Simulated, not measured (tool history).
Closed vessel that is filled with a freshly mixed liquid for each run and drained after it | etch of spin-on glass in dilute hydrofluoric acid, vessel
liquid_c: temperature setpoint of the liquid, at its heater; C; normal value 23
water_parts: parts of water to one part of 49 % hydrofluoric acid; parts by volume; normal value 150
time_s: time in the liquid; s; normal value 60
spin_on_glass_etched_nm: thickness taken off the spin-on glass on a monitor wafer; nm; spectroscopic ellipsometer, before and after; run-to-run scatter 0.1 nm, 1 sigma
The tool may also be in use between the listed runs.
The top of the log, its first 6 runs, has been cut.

| run | hour | liquid_c | water_parts | time_s | read-back film thickness of the spin-on glass reference wafer, read on the same gauge (nm) | spin_on_glass_etched_nm |
|---|---|---|---|---|---|---|
| 7 | 274.9 | 25 | 170 | 60 | 38.29 | 10.77 |
|  | 315.2 | hydrofluoric acid flow meter replaced |
| 8 | 330.2 | 25 | 170 | 60 | 38.25 | 10.66 |
| 9 | 358.4 | 23 | 150 | 60 | 38.23 | 11.58 |
| 10 | 401.6 | 23 | 150 | 60 | 38.22 | 11.55 |
| 11 | 449.4 | 23 | 120 | 60 | 38.21 | 15.02 |
| 12 | 510.7 | 23 | 120 | 60 | 38.18 | 14.88 |
| 13 | 550.9 | 23 | 150 | 55 | 38.14 | 10.57 |
| 14 | 607.1 | 23 | 205 | 60 | 38.11 | 7.91 |
| 15 | 654.3 | 23 | 205 | 60 | 38.14 | 7.9 |
| 16 | 688.4 | 19.5 | 150 | 70 | 38.14 | 11.91 |
|  | 752.4 | gauge calibrated |
| 17 | 838.4 | 23 | 150 | 70 | 39.73 | 14.1 |
|  | 876.6 | thermometer replaced |
| 18 | 894.3 | 19 | 175 | 60 | 39.55 | 8.5 |
|  | 895.6 | hydrofluoric acid flow meter replaced |
| 19 | 929.8 | 26 | 105 | 75 | 39.41 | 25.2 |
| 20 | 980.2 | 20.5 | 150 | 50 | 39.29 | 8.91 |
| 21 | 1014.6 | 23 | 150 | 60 | 39.14 | 11.85 |
| 22 | 1057.4 | 23 | 150 | 60 | 39.07 | 11.72 |
| 23 | 1117 | 23 | 150 | 60 | 38.94 | 11.79 |
| 24 | 1146.3 | 23 | 150 | 60 | 38.87 | 11.65 |
| 25 | 1203.3 | 23 | 150 | 35 | 38.75 | 6.86 |
| 26 | 1264.7 | 25 | 180 | 95 | 38.69 | 15.97 |
| 27 | 1334.3 | 25 | 75 | 60 | 38.58 | 27.66 |
| 28 | 1379.1 | 23 | 150 | 90 | 38.55 | 17.38 |
| 29 | 1434.7 | 21 | 80 | 60 | 38.47 | 21.99 |
| 30 | 1489 | 23 | 150 | 60 | 38.43 | 11.76 |

Branching from run 30: 5 alternative next runs. What would each branch give?
| A | 1489.7 | 23 | 150 | 40 | ? | ? |
| B | 1489.7 | 20.5 | 125 | 70 | ? | ? |
| C | 1489.7 | 23 | 125 | 60 | ? | ? |
| D | 1489.7 | 20 | 115 | 35 | ? | ? |
| E | 1489.7 | 20 | 205 | 70 | ? | ? |

| run | read-back film thickness of the spin-on glass reference wafer, read on the same gauge (nm) | spin_on_glass_etched_nm |
|---|---|---|
| A | 38.38 | 7.89 |
| B | 38.38 | 15.43 |
| C | 38.38 | 14.61 |
| D | 38.38 | 8.31 |
| E | 38.38 | 8.5 |
Without the tool's hidden state the same runs would have given:
| run | spin_on_glass_etched_nm |
|---|---|
| A | 8.21 |
| B | 16.07 |
| C | 15.21 |
| D | 8.65 |
| E | 8.85 |
